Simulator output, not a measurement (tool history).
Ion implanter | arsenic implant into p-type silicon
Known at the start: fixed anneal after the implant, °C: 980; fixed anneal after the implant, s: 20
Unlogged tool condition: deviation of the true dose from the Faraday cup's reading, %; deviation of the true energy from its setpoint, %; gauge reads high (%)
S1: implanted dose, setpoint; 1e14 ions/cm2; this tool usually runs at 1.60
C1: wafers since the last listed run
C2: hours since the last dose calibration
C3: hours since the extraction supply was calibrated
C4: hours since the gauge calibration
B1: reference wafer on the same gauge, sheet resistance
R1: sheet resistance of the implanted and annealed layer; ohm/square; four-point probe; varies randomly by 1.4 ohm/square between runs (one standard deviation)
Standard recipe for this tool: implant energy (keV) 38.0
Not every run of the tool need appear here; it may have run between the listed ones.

run 1 day=0.000 | S1=1.60 implant_energy_(keV)=38.0 | C1=0 C2=319.9 C3=5368.7 C4=526.9 | B1=517.87 | R1=438.62
run 2 day=1.800 | S1=1.60 implant_energy_(keV)=38.0 | C1=826 C2=363.1 C3=5411.9 C4=570.1 | B1=517.55 | R1=442.02
-- day=3.450 extraction supply calibrated
run 3 day=4.083 | S1=1.60 implant_energy_(keV)=38.0 | C1=894 C2=417.9 C3=15.2 C4=624.9 | B1=518.17 | R1=439.87
run 4 day=6.025 | S1=1.60 implant_energy_(keV)=38.0 | C1=891 C2=464.5 C3=61.8 C4=671.5 | B1=517.89 | R1=438.50
run 5 day=8.946 | S1=1.60 implant_energy_(keV)=38.0 | C1=1340 C2=534.6 C3=131.9 C4=741.6 | B1=518.10 | R1=437.50
run 6 day=10.117 | S1=1.60 implant_energy_(keV)=38.0 | C1=537 C2=562.7 C3=160.0 C4=769.7 | B1=517.94 | R1=438.58
run 7 day=12.221 | S1=1.60 implant_energy_(keV)=38.0 | C1=965 C2=613.2 C3=210.5 C4=820.2 | B1=518.58 | R1=439.15
run 8 day=13.342 | S1=1.60 implant_energy_(keV)=38.0 | C1=514 C2=640.1 C3=237.4 C4=847.1 | B1=517.82 | R1=438.85
run 9 day=15.725 | S1=1.60 implant_energy_(keV)=38.0 | C1=1093 C2=697.3 C3=294.6 C4=904.3 | B1=517.94 | R1=438.08
run 10 day=17.458 | S1=1.60 implant_energy_(keV)=38.0 | C1=795 C2=738.9 C3=336.2 C4=945.9 | B1=517.79 | R1=436.87
run 11 day=19.112 | S1=1.60 implant_energy_(keV)=38.0 | C1=759 C2=778.6 C3=375.9 C4=985.6 | B1=517.70 | R1=437.57
-- day=21.096 Faraday cup replaced and dose calibrated
run 12 day=21.738 | S1=1.97 implant_energy_(keV)=45.0 | C1=1051 C2=15.4 C3=438.9 C4=1048.6 | B1=518.05 | R1=376.19
run 13 day=23.221 | S1=1.60 implant_energy_(keV)=38.0 | C1=680 C2=51.0 C3=474.5 C4=1084.2 | B1=517.58 | R1=449.29
run 14 day=25.958 | S1=1.31 implant_energy_(keV)=38.0 | C1=1256 C2=116.7 C3=540.2 C4=1149.9 | B1=518.11 | R1=511.93
run 15 day=27.417 | S1=1.27 implant_energy_(keV)=46.0 | C1=669 C2=151.7 C3=575.2 C4=1184.9 | B1=517.53 | R1=505.14
run 16 day=29.492 | S1=1.60 implant_energy_(keV)=38.0 | C1=952 C2=201.5 C3=625.0 C4=1234.7 | B1=517.73 | R1=445.93
run 17 day=32.283 | S1=1.60 implant_energy_(keV)=38.0 | C1=1281 C2=268.5 C3=692.0 C4=1301.7 | B1=517.61 | R1=444.08
run 18 day=33.512 | S1=1.45 implant_energy_(keV)=34.5 | C1=564 C2=298.0 C3=721.5 C4=1331.2 | B1=517.80 | R1=483.83
-- day=33.767 gauge calibrated
run 19 day=35.221 | S1=1.47 implant_energy_(keV)=25.0 | C1=784 C2=339.0 C3=762.5 C4=34.9 | B1=518.39 | R1=504.07
run 20 day=36.517 | S1=1.60 implant_energy_(keV)=38.0 | C1=594 C2=370.1 C3=793.6 C4=66.0 | B1=518.60 | R1=445.17
run 21 day=39.138 | S1=1.32 implant_energy_(keV)=34.5 | C1=1202 C2=433.0 C3=856.5 C4=128.9 | B1=518.09 | R1=513.37
run 22 day=41.938 | S1=1.60 implant_energy_(keV)=38.0 | C1=1285 C2=500.2 C3=923.7 C4=196.1 | B1=517.74 | R1=443.00
run 23 day=43.621 | S1=1.39 implant_energy_(keV)=50.5 | C1=772 C2=540.6 C3=964.1 C4=236.5 | B1=518.03 | R1=463.07
run 24 day=45.921 | S1=1.79 implant_energy_(keV)=25.0 | C1=1055 C2=595.8 C3=1019.3 C4=291.7 | B1=518.31 | R1=437.04
run 25 day=47.733 | S1=1.24 implant_energy_(keV)=27.0 | C1=831 C2=639.3 C3=1062.8 C4=335.2 | B1=518.34 | R1=562.49
run 26 day=48.871 | S1=1.39 implant_energy_(keV)=50.5 | C1=522 C2=666.6 C3=1090.1 C4=362.5 | B1=517.92 | R1=459.63
run 27 day=50.088 | S1=1.82 implant_energy_(keV)=38.0 | C1=558 C2=695.8 C3=1119.3 C4=391.7 | B1=517.67 | R1=402.16
run 28 day=51.521 | S1=1.29 implant_energy_(keV)=30.0 | C1=657 C2=730.2 C3=1153.7 C4=426.1 | B1=517.73 | R1=533.15
run 29 day=53.962 | S1=1.60 implant_energy_(keV)=50.0 | C1=1120 C2=788.8 C3=1212.3 C4=484.7 | B1=517.40 | R1=423.63
run 30 day=55.412 | S1=1.41 implant_energy_(keV)=31.0 | C1=665 C2=823.6 C3=1247.1 C4=519.5 | B1=518.83 | R1=497.92
run 31 day=56.854 | S1=1.60 implant_energy_(keV)=30.0 | C1=661 C2=858.2 C3=1281.7 C4=554.1 | B1=517.82 | R1=456.93
run 32 day=58.738 | S1=1.60 implant_energy_(keV)=38.0 | C1=864 C2=903.4 C3=1326.9 C4=599.3 | B1=517.92 | R1=439.59
-- day=59.783 Faraday cup replaced and dose calibrated
run 33 day=59.804 | S1=2.06 implant_energy_(keV)=30.0 | C1=336 C2=0.5 C3=1352.5 C4=624.9 | B1=518.33 | R1=385.50
run 34 day=62.300 | S1=1.60 implant_energy_(keV)=38.0 | C1=1145 C2=60.4 C3=1412.4 C4=684.8 | B1=518.23 | R1=443.69
run 35 day=64.546 | S1=1.60 implant_energy_(keV)=48.0 | C1=1030 C2=114.3 C3=1466.3 C4=738.7 | B1=517.59 | R1=426.51
run 36 day=65.788 | S1=1.38 implant_energy_(keV)=30.5 | C1=569 C2=144.1 C3=1496.1 C4=768.5 | B1=517.80 | R1=513.12

Forecast each of these 5 alternatives for the next run:
run A day=65.804 | S1=1.60 implant_energy_(keV)=38.0 | C1=7 C2=144.5 C3=1496.5 C4=768.9 | B1=? | R1=?
run B day=65.804 | S1=1.13 implant_energy_(keV)=43.5 | C1=7 C2=144.5 C3=1496.5 C4=768.9 | B1=? | R1=?
run C day=65.804 | S1=1.89 implant_energy_(keV)=41.5 | C1=7 C2=144.5 C3=1496.5 C4=768.9 | B1=? | R1=?
run D day=65.804 | S1=1.14 implant_energy_(keV)=28.5 | C1=7 C2=144.5 C3=1496.5 C4=768.9 | B1=? | R1=?
run E day=65.804 | S1=1.93 implant_energy_(keV)=30.0 | C1=7 C2=144.5 C3=1496.5 C4=768.9 | B1=? | R1=?

run=A B1=518.20 R1=443.06
run=B B1=518.20 R1=548.86
run=C B1=518.20 R1=388.13
run=D B1=518.20 R1=590.31
run=E B1=518.20 R1=403.00
What these runs would have given with no unlogged condition in the tool:
run=A R1=446.79
run=B R1=553.27
run=C R1=391.43
run=D R1=595.21
run=E R1=406.49
